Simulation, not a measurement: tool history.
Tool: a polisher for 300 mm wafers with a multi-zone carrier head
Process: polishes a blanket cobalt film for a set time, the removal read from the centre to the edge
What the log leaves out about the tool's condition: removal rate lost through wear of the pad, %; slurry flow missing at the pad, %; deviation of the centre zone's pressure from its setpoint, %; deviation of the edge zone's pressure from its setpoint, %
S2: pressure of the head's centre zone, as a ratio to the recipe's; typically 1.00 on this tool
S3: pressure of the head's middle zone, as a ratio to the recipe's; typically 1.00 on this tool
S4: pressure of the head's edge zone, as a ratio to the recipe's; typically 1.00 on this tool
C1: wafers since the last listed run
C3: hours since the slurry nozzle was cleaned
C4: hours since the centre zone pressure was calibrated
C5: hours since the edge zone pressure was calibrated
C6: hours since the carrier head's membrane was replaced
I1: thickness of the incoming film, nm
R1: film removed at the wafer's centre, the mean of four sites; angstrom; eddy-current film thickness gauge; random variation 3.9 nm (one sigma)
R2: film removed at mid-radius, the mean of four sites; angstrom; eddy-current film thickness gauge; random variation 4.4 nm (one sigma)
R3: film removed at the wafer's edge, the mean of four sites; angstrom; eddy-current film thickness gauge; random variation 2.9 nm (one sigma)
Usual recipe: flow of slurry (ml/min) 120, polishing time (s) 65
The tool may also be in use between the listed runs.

run 1 hour=0.0 | flow_of_slurry_(ml/min)=95 S2=1.00 S3=1.00 S4=0.96 polishing_time_(s)=65 | C1=0 wafers_polished_on_this_pad=357 C3=68.3 C4=321.9 C5=7.1 C6=909.5 | I1=892.0 | R1=3228 R2=3182 R3=3163
run 2 hour=18.3 | flow_of_slurry_(ml/min)=120 S2=1.00 S3=1.00 S4=1.00 polishing_time_(s)=65 | C1=105 wafers_polished_on_this_pad=463 C3=86.6 C4=340.2 C5=25.4 C6=927.8 | I1=887.6 | R1=3383 R2=3285 R3=3259
run 3 hour=43.1 | flow_of_slurry_(ml/min)=160 S2=1.00 S3=1.00 S4=1.00 polishing_time_(s)=65 | C1=143 wafers_polished_on_this_pad=606 C3=111.4 C4=365.0 C5=50.2 C6=952.6 | I1=881.1 | R1=3525 R2=3467 R3=3348
run 4 hour=61.9 | flow_of_slurry_(ml/min)=130 S2=1.00 S3=1.00 S4=1.07 polishing_time_(s)=42 | C1=108 wafers_polished_on_this_pad=714 C3=130.2 C4=383.8 C5=69.0 C6=971.4 | I1=875.3 | R1=2185 R2=2168 R3=2154
run 5 hour=85.6 | flow_of_slurry_(ml/min)=100 S2=1.00 S3=0.95 S4=1.00 polishing_time_(s)=65 | C1=136 wafers_polished_on_this_pad=851 C3=153.9 C4=407.5 C5=92.7 C6=995.1 | I1=889.6 | R1=3168 R2=3048 R3=3139
run 6 hour=109.0 | flow_of_slurry_(ml/min)=120 S2=1.08 S3=1.00 S4=1.00 polishing_time_(s)=65 | C1=134 wafers_polished_on_this_pad=986 C3=177.3 C4=430.9 C5=116.1 C6=1018.5 | I1=886.8 | R1=3532 R2=3334 R3=3156
-- hour=131.9 worn pad replaced by a new one
-- hour=136.2 slurry nozzle cleaned
run 7 hour=140.9 | flow_of_slurry_(ml/min)=120 S2=1.00 S3=0.92 S4=1.03 polishing_time_(s)=54 | C1=155 wafers_polished_on_this_pad=46 C3=4.7 C4=462.8 C5=148.0 C6=1050.4 | I1=886.9 | R1=2960 R2=2719 R3=2928
run 8 hour=162.8 | flow_of_slurry_(ml/min)=120 S2=1.00 S3=1.00 S4=1.00 polishing_time_(s)=65 | C1=126 wafers_polished_on_this_pad=172 C3=26.6 C4=484.7 C5=169.9 C6=1072.3 | I1=894.5 | R1=3446 R2=3398 R3=3388
run 9 hour=177.3 | flow_of_slurry_(ml/min)=120 S2=1.00 S3=1.00 S4=0.94 polishing_time_(s)=84 | C1=83 wafers_polished_on_this_pad=256 C3=41.1 C4=499.2 C5=184.4 C6=1086.8 | I1=876.2 | R1=4493 R2=4394 R3=4180
run 10 hour=192.3 | flow_of_slurry_(ml/min)=120 S2=1.00 S3=1.00 S4=1.00 polishing_time_(s)=65 | C1=86 wafers_polished_on_this_pad=342 C3=56.1 C4=514.2 C5=199.4 C6=1101.8 | I1=893.8 | R1=3423 R2=3415 R3=3297
run 11 hour=212.3 | flow_of_slurry_(ml/min)=120 S2=1.00 S3=1.10 S4=1.00 polishing_time_(s)=65 | C1=115 wafers_polished_on_this_pad=458 C3=76.1 C4=534.2 C5=219.4 C6=1121.8 | I1=893.8 | R1=3403 R2=3630 R3=3248
-- hour=224.2 centre zone pressure recalibrated
run 12 hour=243.7 | flow_of_slurry_(ml/min)=120 S2=0.96 S3=1.00 S4=1.00 polishing_time_(s)=65 | C1=169 wafers_polished_on_this_pad=627 C3=107.5 C4=19.5 C5=250.8 C6=1153.2 | I1=900.7 | R1=3170 R2=3297 R3=3215
run 13 hour=272.3 | flow_of_slurry_(ml/min)=120 S2=0.93 S3=1.00 S4=1.07 polishing_time_(s)=84 | C1=164 wafers_polished_on_this_pad=792 C3=136.1 C4=48.1 C5=279.4 C6=1181.8 | I1=888.7 | R1=4020 R2=4299 R3=4254
run 14 hour=305.7 | flow_of_slurry_(ml/min)=85 S2=1.00 S3=1.00 S4=1.00 polishing_time_(s)=65 | C1=192 wafers_polished_on_this_pad=985 C3=169.5 C4=81.5 C5=312.8 C6=1215.2 | I1=886.1 | R1=3094 R2=3188 R3=3135
-- hour=311.3 carrier head's membrane replaced by a new one
run 15 hour=324.3 | flow_of_slurry_(ml/min)=120 S2=1.00 S3=1.00 S4=1.00 polishing_time_(s)=65 | C1=78 wafers_polished_on_this_pad=1063 C3=188.1 C4=100.1 C5=331.4 C6=13.0 | I1=880.4 | R1=3318 R2=3259 R3=3204
-- hour=343.0 worn pad replaced by a new one
-- hour=364.6 slurry nozzle cleaned
-- hour=365.7 edge zone pressure recalibrated
run 16 hour=390.3 | flow_of_slurry_(ml/min)=140 S2=1.06 S3=1.00 S4=1.03 polishing_time_(s)=73 | C1=345 wafers_polished_on_this_pad=260 C3=25.7 C4=166.1 C5=24.6 C6=79.0 | I1=874.6 | R1=4167 R2=3851 R3=3785
run 17 hour=426.2 | flow_of_slurry_(ml/min)=85 S2=1.00 S3=1.11 S4=1.05 polishing_time_(s)=87 | C1=207 wafers_polished_on_this_pad=467 C3=61.6 C4=202.0 C5=60.5 C6=114.9 | I1=883.0 | R1=4164 R2=4509 R3=4289
run 18 hour=445.3 | flow_of_slurry_(ml/min)=120 S2=1.00 S3=1.00 S4=1.00 polishing_time_(s)=65 | C1=110 wafers_polished_on_this_pad=577 C3=80.7 C4=221.1 C5=79.6 C6=134.0 | I1=889.2 | R1=3381 R2=3361 R3=3211
run 19 hour=459.6 | flow_of_slurry_(ml/min)=145 S2=1.00 S3=1.00 S4=0.96 polishing_time_(s)=65 | C1=82 wafers_polished_on_this_pad=659 C3=95.0 C4=235.4 C5=93.9 C6=148.3 | I1=894.2 | R1=3488 R2=3361 R3=3238
run 20 hour=479.2 | flow_of_slurry_(ml/min)=155 S2=1.00 S3=1.00 S4=1.00 polishing_time_(s)=75 | C1=113 wafers_polished_on_this_pad=772 C3=114.6 C4=255.0 C5=113.5 C6=167.9 | I1=883.6 | R1=4040 R2=4012 R3=3746
run 21 hour=539.3 | flow_of_slurry_(ml/min)=140 S2=1.06 S3=1.00 S4=1.03 polishing_time_(s)=73 | C1=346 wafers_polished_on_this_pad=1119 C3=174.7 C4=315.1 C5=173.6 C6=228.0 | I1=898.1 | R1=4002 R2=3774 R3=3662

Predict each of these 5 candidate next runs independently; none follows another, all start after run 21:
run A hour=539.7 | flow_of_slurry_(ml/min)=120 S2=1.00 S3=1.07 S4=1.00 polishing_time_(s)=65 | C1=2 wafers_polished_on_this_pad=1121 C3=175.1 C4=315.5 C5=174.0 C6=228.4 | I1=890.5 | R1=? R2=? R3=?
run B hour=539.7 | flow_of_slurry_(ml/min)=155 S2=1.10 S3=1.00 S4=0.94 polishing_time_(s)=75 | C1=2 wafers_polished_on_this_pad=1121 C3=175.1 C4=315.5 C5=174.0 C6=228.4 | I1=890.5 | R1=? R2=? R3=?
run C hour=539.7 | flow_of_slurry_(ml/min)=120 S2=1.10 S3=1.00 S4=1.06 polishing_time_(s)=65 | C1=2 wafers_polished_on_this_pad=1121 C3=175.1 C4=315.5 C5=174.0 C6=228.4 | I1=890.5 | R1=? R2=? R3=?
run D hour=539.7 | flow_of_slurry_(ml/min)=120 S2=1.00 S3=1.00 S4=1.12 polishing_time_(s)=65 | C1=2 wafers_polished_on_this_pad=1121 C3=175.1 C4=315.5 C5=174.0 C6=228.4 | I1=890.5 | R1=? R2=? R3=?
run E hour=539.7 | flow_of_slurry_(ml/min)=120 S2=1.07 S3=1.00 S4=1.00 polishing_time_(s)=65 | C1=2 wafers_polished_on_this_pad=1121 C3=175.1 C4=315.5 C5=174.0 C6=228.4 | I1=890.5 | R1=? R2=? R3=?

run=A R1=3262 R2=3480 R3=3163
run=B R1=4329 R2=3941 R3=3645
run=C R1=3589 R2=3284 R3=3257
run=D R1=3261 R2=3285 R3=3349
run=E R1=3491 R2=3285 R3=3166
Without the tool's unlogged condition, the same runs would have read:
run=A R1=3554 R2=3791 R3=3445
run=B R1=4715 R2=4292 R3=3971
run=C R1=3910 R2=3577 R3=3548
run=D R1=3552 R2=3579 R3=3648
run=E R1=3803 R2=3578 R3=3448

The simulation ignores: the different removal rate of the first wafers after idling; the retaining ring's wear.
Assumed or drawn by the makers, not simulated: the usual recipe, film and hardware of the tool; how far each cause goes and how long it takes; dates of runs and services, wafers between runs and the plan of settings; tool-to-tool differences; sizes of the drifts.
